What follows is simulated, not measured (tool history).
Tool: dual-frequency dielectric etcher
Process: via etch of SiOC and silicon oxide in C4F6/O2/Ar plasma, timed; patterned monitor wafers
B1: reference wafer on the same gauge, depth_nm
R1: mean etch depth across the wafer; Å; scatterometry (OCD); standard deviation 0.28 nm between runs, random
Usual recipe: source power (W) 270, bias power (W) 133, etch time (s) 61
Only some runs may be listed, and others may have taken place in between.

run 1 hour=0 | source_power_(W)=270 bias_power_(W)=133 etch_time_(s)=72.5 | B1=62.3 | R1=675
run 2 hour=20.5 | source_power_(W)=270 bias_power_(W)=133 etch_time_(s)=72.5 | B1=62.3 | R1=678
run 3 hour=38.6 | source_power_(W)=270 bias_power_(W)=133 etch_time_(s)=72.5 | B1=62.3 | R1=674
run 4 hour=61 | source_power_(W)=270 bias_power_(W)=133 etch_time_(s)=61 | B1=62.3 | R1=576
run 5 hour=75.6 | source_power_(W)=270 bias_power_(W)=133 etch_time_(s)=61 | B1=62.3 | R1=575
run 6 hour=100.9 | source_power_(W)=270 bias_power_(W)=133 etch_time_(s)=61 | B1=62.3 | R1=578
run 7 hour=129.9 | source_power_(W)=270 bias_power_(W)=133 etch_time_(s)=61 | B1=62.4 | R1=573
run 8 hour=151.5 | source_power_(W)=270 bias_power_(W)=133 etch_time_(s)=61 | B1=62.3 | R1=575
-- hour=164 bias power generator calibrated
run 9 hour=169.3 | source_power_(W)=320 bias_power_(W)=133 etch_time_(s)=61 | B1=62.3 | R1=620
-- hour=169.6 gauge calibrated
run 10 hour=184.9 | source_power_(W)=270 bias_power_(W)=133 etch_time_(s)=67 | B1=62.3 | R1=644
run 11 hour=202.1 | source_power_(W)=270 bias_power_(W)=133 etch_time_(s)=67 | B1=62.3 | R1=642
run 12 hour=229.4 | source_power_(W)=270 bias_power_(W)=133 etch_time_(s)=67 | B1=62.3 | R1=644
run 13 hour=257.4 | source_power_(W)=270 bias_power_(W)=140 etch_time_(s)=61 | B1=62.2 | R1=594
run 14 hour=290.8 | source_power_(W)=270 bias_power_(W)=133 etch_time_(s)=61 | B1=62.3 | R1=584
run 15 hour=307.4 | source_power_(W)=230 bias_power_(W)=133 etch_time_(s)=52.5 | B1=62.1 | R1=474
-- hour=332.4 upper electrode replaced
run 16 hour=343.3 | source_power_(W)=340 bias_power_(W)=133 etch_time_(s)=61 | B1=62.4 | R1=650
-- hour=400.8 wet clean of the chamber
run 17 hour=401.3 | source_power_(W)=200 bias_power_(W)=124 etch_time_(s)=78 | B1=62.2 | R1=583
run 18 hour=412.9 | source_power_(W)=300 bias_power_(W)=133 etch_time_(s)=61 | B1=62.2 | R1=557
run 19 hour=434.5 | source_power_(W)=290 bias_power_(W)=104 etch_time_(s)=61 | B1=62.4 | R1=497
run 20 hour=457.8 | source_power_(W)=330 bias_power_(W)=133 etch_time_(s)=75 | B1=62.2 | R1=716
run 21 hour=476.5 | source_power_(W)=290 bias_power_(W)=133 etch_time_(s)=61 | B1=62.4 | R1=550
run 22 hour=498.4 | source_power_(W)=320 bias_power_(W)=122 etch_time_(s)=51 | B1=62.3 | R1=467
-- hour=538.7 wet clean of the chamber, repeated, since the last time left the tool worse
-- hour=552.2 source power generator calibrated
run 23 hour=569.6 | source_power_(W)=270 bias_power_(W)=133 etch_time_(s)=61 | B1=62.2 | R1=575
run 24 hour=600.5 | source_power_(W)=270 bias_power_(W)=108 etch_time_(s)=68 | B1=62.3 | R1=593
run 25 hour=631.3 | source_power_(W)=230 bias_power_(W)=115 etch_time_(s)=44 | B1=62.4 | R1=365
run 26 hour=648.5 | source_power_(W)=270 bias_power_(W)=144 etch_time_(s)=78 | B1=62.3 | R1=761
run 27 hour=681.7 | source_power_(W)=240 bias_power_(W)=148 etch_time_(s)=69.5 | B1=62.3 | R1=655
run 28 hour=706.2 | source_power_(W)=250 bias_power_(W)=163 etch_time_(s)=61 | B1=62.3 | R1=610
run 29 hour=740.5 | source_power_(W)=270 bias_power_(W)=133 etch_time_(s)=61 | B1=62.3 | R1=592
run 30 hour=773 | source_power_(W)=310 bias_power_(W)=159 etch_time_(s)=61 | B1=62.5 | R1=667

Some steps in R1, run to run, broken into two amounts with sign: the step expected even without the hidden condition (settings, incoming material, random variation), and the rest, left for the hidden condition together with whatever gauge scatter is not in both the measured and the hidden-condition-free result:
Unlogged tool condition in this case: etch rate over this chamber's usual, %; source power that arrives over what is set, %; bias power that arrives over what is set, %; gauge reads high (%).
Run 16 -> 17: source power (W) 340 -> 200, bias power (W) 133 -> 124, etch time (s) 61 -> 78, wet clean of the chamber. R1 -67 Å: hidden state -67, all else +0.
Run 19 -> 20: source power (W) 290 -> 330, bias power (W) 104 -> 133, etch time (s) 61 -> 75. R1 +219 Å: hidden state -15, all else +234.
Run 22 -> 23: source power (W) 320 -> 270, bias power (W) 122 -> 133, etch time (s) 51 -> 61, wet clean of the chamber, repeated, since the last time left the tool worse, source power generator calibrated. R1 +108 Å: hidden state +32, all else +76.
Run 24 -> 25: source power (W) 270 -> 230, bias power (W) 108 -> 115, etch time (s) 68 -> 44. R1 -228 Å: hidden state -2, all else -226.
Run 25 -> 26: source power (W) 230 -> 270, bias power (W) 115 -> 144, etch time (s) 44 -> 78. R1 +396 Å: hidden state +7, all else +389.
